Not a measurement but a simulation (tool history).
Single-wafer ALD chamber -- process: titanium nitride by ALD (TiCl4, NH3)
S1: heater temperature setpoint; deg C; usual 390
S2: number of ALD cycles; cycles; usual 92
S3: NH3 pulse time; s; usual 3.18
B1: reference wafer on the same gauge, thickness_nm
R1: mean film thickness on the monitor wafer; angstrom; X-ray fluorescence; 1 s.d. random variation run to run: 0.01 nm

run	day	S1	S2	S3	B1	R1
1	0	390	92	3.18	2.453	22.71
2	1.683	390	92	3.18	2.453	22.85
# day 1.875: gauge calibrated
3	4.604	390	92	2.79	2.419	22.29
4	5.629	390	92	2.79	2.422	22.41
5	8.479	390	92	2.79	2.432	22.46
6	9.608	396	92	3.18	2.433	22.77
7	11.062	390	92	3.18	2.442	22.81
8	13.075	396	92	3.18	2.442	22.72
# day 16.529: thermocouple changed; heater temperature recalibrated
9	16.854	402	92	3.18	2.45	23.05
10	18.275	394	101	3.18	2.449	25.26
11	20.646	383	92	2.04	2.449	21.92
# day 20.767: gauge calibrated
# day 21.108: showerhead replaced
12	23.412	390	99	3.18	2.411	24.18
13	25.942	390	92	2.59	2.423	22.32
14	27.883	390	92	3.18	2.428	22.5

Each run again, without the hidden state but with its own random variation kept:
Unlogged tool condition in this case: wafer temperature above the value expected at the setpoint (K); gauge reads high (%).
run	R1
1	22.22
2	22.35
3	22.12
4	22.2
5	22.15
6	22.43
7	22.44
8	22.32
9	22.6
10	24.75
11	21.46
12	24.08
13	22.12
14	22.25

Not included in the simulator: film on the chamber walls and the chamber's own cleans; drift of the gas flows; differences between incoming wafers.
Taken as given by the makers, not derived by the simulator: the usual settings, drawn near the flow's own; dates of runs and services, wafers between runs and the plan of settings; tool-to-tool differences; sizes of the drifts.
